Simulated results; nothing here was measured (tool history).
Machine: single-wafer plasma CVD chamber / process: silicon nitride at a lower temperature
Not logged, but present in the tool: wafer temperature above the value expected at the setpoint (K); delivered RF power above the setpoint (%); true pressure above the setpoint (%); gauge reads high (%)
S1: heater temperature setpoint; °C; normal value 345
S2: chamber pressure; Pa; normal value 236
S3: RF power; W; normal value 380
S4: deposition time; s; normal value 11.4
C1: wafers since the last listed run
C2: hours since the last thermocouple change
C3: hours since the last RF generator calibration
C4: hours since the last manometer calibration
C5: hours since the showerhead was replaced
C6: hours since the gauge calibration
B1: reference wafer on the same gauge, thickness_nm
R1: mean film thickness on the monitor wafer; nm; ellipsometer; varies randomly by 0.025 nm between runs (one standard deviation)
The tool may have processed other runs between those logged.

run,hour,S1,S2,S3,S4,C1,C2,C3,C4,C5,C6,B1,R1
1,0,345,236,380,11.4,0,1015.9,1551.9,1680.8,4528.4,485.9,14.7,15.231
2,19.3,354,236,380,10.9,547,1035.2,1571.2,1700.1,4547.7,505.2,14.698,14.489
3,39.1,345,236,380,10.1,562,1055,1591,1719.9,4567.5,525,14.693,13.419
4,52.2,345,236,380,10.1,371,1068.1,1604.1,1733,4580.6,538.1,14.697,13.447
5,66.6,345,236,380,11.4,408,1082.5,1618.5,1747.4,4595,552.5,14.704,15.162
# hour 101.2: thermocouple changed; heater temperature recalibrated
6,102.5,345,236,380,11.4,792,1.3,1654.4,1783.3,4630.9,588.4,14.688,15.137
7,116.5,345,213,380,12.5,397,15.3,1668.4,1797.3,4644.9,602.4,14.698,16.235
8,135.4,345,213,380,12.5,536,34.2,1687.3,1816.2,4663.8,621.3,14.689,16.268
9,162.2,341,236,380,11.4,760,61,1714.1,1843,4690.6,648.1,14.705,15.074
10,193,345,236,380,11.4,874,91.8,1744.9,1873.8,4721.4,678.9,14.705,15.088
11,212.6,345,236,380,11.4,556,111.4,1764.5,1893.4,4741,698.5,14.699,15.069
# hour 238.2: RF generator calibrated
12,246.7,345,213,380,12.5,741,145.5,8.5,1927.5,4775.1,732.6,14.706,16.861
13,262.3,345,236,380,11.4,442,161.1,24.1,1943.1,4790.7,748.2,14.699,15.695
14,291.5,345,236,380,11.4,829,190.3,53.3,1972.3,4819.9,777.4,14.701,15.644
15,311.9,354,236,380,13.4,579,210.7,73.7,1992.7,4840.3,797.8,14.699,18.401
16,338.1,345,236,380,11.4,743,236.9,99.9,2018.9,4866.5,824,14.7,15.723
# hour 365.8: gauge calibrated
# hour 366.3: showerhead replaced
17,366.8,340,215,380,12.4,587,265.6,128.6,2047.6,0.5,1,14.692,16.744
18,371.2,358,283,380,11.4,124,270,133,2052,4.9,5.4,14.703,16.202
19,406.4,345,236,335,9.4,999,305.2,168.2,2087.2,40.1,40.6,14.706,12.179
20,432,345,236,360,11.4,726,330.8,193.8,2112.8,65.7,66.2,14.709,15.262
# hour 454: capacitance manometer re-zeroed and calibrated
21,467.5,335,236,380,12.6,780,366.3,229.3,13.5,101.2,101.7,14.709,17.16
22,494.1,332,261,430,11.4,755,392.9,255.9,40.1,127.8,128.3,14.705,16.801

Predict the results of run 23:
23,522.1,345,236,380,11.4,794,420.9,283.9,68.1,155.8,156.3,?,?

{"run 23": {"B1": 14.703, "R1": 15.423}}
With no hidden state in the tool, this same run would have given R1 15.475 nm.
